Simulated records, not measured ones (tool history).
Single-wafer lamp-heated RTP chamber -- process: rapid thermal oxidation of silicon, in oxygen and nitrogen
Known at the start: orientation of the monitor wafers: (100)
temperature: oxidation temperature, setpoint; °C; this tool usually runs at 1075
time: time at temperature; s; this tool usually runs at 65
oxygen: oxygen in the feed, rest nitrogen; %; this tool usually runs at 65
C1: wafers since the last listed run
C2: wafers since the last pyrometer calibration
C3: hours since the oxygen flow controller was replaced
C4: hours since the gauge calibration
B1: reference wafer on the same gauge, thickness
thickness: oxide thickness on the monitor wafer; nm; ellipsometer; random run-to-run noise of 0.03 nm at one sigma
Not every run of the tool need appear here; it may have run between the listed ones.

Run 1, hour 0.0: usual settings but temperature 1083 °C; C1 0; C2 27; C3 4354.7; C4 842.8; B1 8.763. Result: thickness 9.158 nm.
Run 2, hour 42.5: usual settings but temperature 1083 °C; C1 350; C2 377; C3 4397.2; C4 885.3; B1 8.768. Result: thickness 9.218 nm.
Run 3, hour 113.3: usual settings; C1 583; C2 961; C3 4468.0; C4 956.1; B1 8.771. Result: thickness 8.770 nm.
Run 4, hour 150.2: usual settings; C1 304; C2 1265; C3 4504.9; C4 993.0; B1 8.762. Result: thickness 8.861 nm.
Run 5, hour 221.7: usual settings; C1 589; C2 1854; C3 4576.4; C4 1064.5; B1 8.774. Result: thickness 8.936 nm.
Run 6, hour 273.1: usual settings but time 84 s, oxygen 72 %; C1 423; C2 2278; C3 4627.8; C4 1115.9; B1 8.772. Result: thickness 10.389 nm.
Run 7, hour 365.2: usual settings but oxygen 43 %; C1 759; C2 3037; C3 4719.9; C4 1208.0; B1 8.770. Result: thickness 7.823 nm.
Run 8, hour 404.6: usual settings but oxygen 43 %; C1 324; C2 3362; C3 4759.3; C4 1247.4; B1 8.771. Result: thickness 7.819 nm.
At hour 436.8: pyrometer window cleaned and pyrometer calibrated.
Run 9, hour 657.5: usual settings but oxygen 43 %; C1 2018; C2 1819; C3 5012.2; C4 1500.3; B1 8.767. Result: thickness 7.694 nm.
Run 10, hour 737.7: usual settings but time 77 s; C1 661; C2 2480; C3 5092.4; C4 1580.5; B1 8.774. Result: thickness 9.629 nm.
At hour 824.2: pyrometer window cleaned and pyrometer calibrated.
Run 11, hour 843.1: usual settings but oxygen 88 %; C1 802; C2 155; C3 5197.8; C4 1685.9; B1 8.775. Result: thickness 9.746 nm.
Run 12, hour 927.6: usual settings; C1 696; C2 851; C3 5282.3; C4 1770.4; B1 8.766. Result: thickness 8.777 nm.
Run 13, hour 1015.9: usual settings; C1 727; C2 1579; C3 5370.6; C4 1858.7; B1 8.766. Result: thickness 8.895 nm.
Run 14, hour 1090.6: usual settings; C1 615; C2 2195; C3 5445.3; C4 1933.4; B1 8.771. Result: thickness 8.935 nm.
Run 15, hour 1129.7: usual settings but time 54 s, oxygen 57 %; C1 322; C2 2517; C3 5484.4; C4 1972.5; B1 8.768. Result: thickness 7.899 nm.
Run 16, hour 1180.8: usual settings; C1 421; C2 2938; C3 5535.5; C4 2023.6; B1 8.772. Result: thickness 8.984 nm.
At hour 1225.9: pyrometer window cleaned and pyrometer calibrated.
Run 17, hour 1230.0: usual settings; C1 339; C2 33; C3 5584.7; C4 2072.8; B1 8.773. Result: thickness 8.758 nm.
Run 18, hour 1315.0: usual settings but time 56 s, oxygen 84 %; C1 700; C2 734; C3 5669.7; C4 2157.8; B1 8.770. Result: thickness 9.044 nm.
At hour 1323.6: oxygen flow controller replaced.
Run 19, hour 1398.8: usual settings but temperature 1093 °C, oxygen 47 %; C1 624; C2 1358; C3 75.2; C4 2241.6; B1 8.763. Result: thickness 8.845 nm.
Run 20, hour 1441.5: usual settings; C1 351; C2 1710; C3 117.9; C4 2284.3; B1 8.771. Result: thickness 8.831 nm.
Run 21, hour 1484.5: usual settings but time 53 s; C1 354; C2 2065; C3 160.9; C4 2327.3; B1 8.777. Result: thickness 8.156 nm.
Run 22, hour 1535.4: usual settings but temperature 1104 °C, time 44 s, oxygen 56 %; C1 419; C2 2484; C3 211.8; C4 2378.2; B1 8.767. Result: thickness 8.566 nm.
Run 23, hour 1619.0: usual settings but temperature 1051 °C; C1 689; C2 3173; C3 295.4; C4 2461.8; B1 8.769. Result: thickness 7.715 nm.
At hour 1664.3: gauge calibrated.
Run 24, hour 1670.8: usual settings but temperature 1057 °C, oxygen 41 %; C1 426; C2 3600; C3 347.2; C4 6.5; B1 8.780. Result: thickness 6.859 nm.
At hour 1703.3: pyrometer window cleaned and pyrometer calibrated.
Run 25, hour 1710.5: usual settings but temperature 1067 °C, time 36 s, oxygen 91 %; C1 261; C2 59; C3 386.9; C4 46.2; B1 8.770. Result: thickness 7.190 nm.
Run 26, hour 1766.0: usual settings but temperature 1061 °C, time 34 s, oxygen 87 %; C1 457; C2 516; C3 442.4; C4 101.7; B1 8.767. Result: thickness 6.679 nm.
Run 27, hour 1984.1: usual settings; C1 1797; C2 2314; C3 660.5; C4 319.8; B1 8.769. Result: thickness 9.000 nm.
Run 28, hour 2061.7: usual settings but temperature 1067 °C, time 36 s, oxygen 91 %; C1 639; C2 2953; C3 738.1; C4 397.4; B1 8.775. Result: thickness 7.432 nm.
Run 29, hour 2140.3: usual settings but temperature 1059 °C, time 82 s, oxygen 41 %; C1 647; C2 3601; C3 816.7; C4 476.0; B1 8.768. Result: thickness 7.683 nm.

Take each entry between the runs: how does the hidden state at the last listed run before it differ from the hidden state at the first listed run after it?
Runs 8 to 9: pyrometer window cleaned and pyrometer calibrated (hour 436.8)
  true wafer temperature minus pyrometer reading, K: 6.38 -> 3.64
  measured minus no-state result, thickness: +0.318 -> +0.181 nm
Runs 10 to 11: pyrometer window cleaned and pyrometer calibrated (hour 824.2)
  true wafer temperature minus pyrometer reading, K: 4.81 -> 0.905
  measured minus no-state result, thickness: +0.300 -> +0.058 nm
Runs 16 to 17: pyrometer window cleaned and pyrometer calibrated (hour 1225.9)
  true wafer temperature minus pyrometer reading, K: 5.84 -> 0.317
  measured minus no-state result, thickness: +0.337 -> +0.018 nm
Runs 18 to 19: oxygen flow controller replaced (hour 1323.6)
  true wafer temperature minus pyrometer reading, K: 1.56 -> 2.78
  measured minus no-state result, thickness: +0.093 -> +0.155 nm
Runs 23 to 24: gauge calibrated (hour 1664.3)
  true wafer temperature minus pyrometer reading, K: 6 -> 6.75
  measured minus no-state result, thickness: +0.308 -> +0.302 nm
Runs 24 to 25: pyrometer window cleaned and pyrometer calibrated (hour 1703.3)
  true wafer temperature minus pyrometer reading, K: 6.75 -> 1.14
  measured minus no-state result, thickness: +0.302 -> +0.054 nm
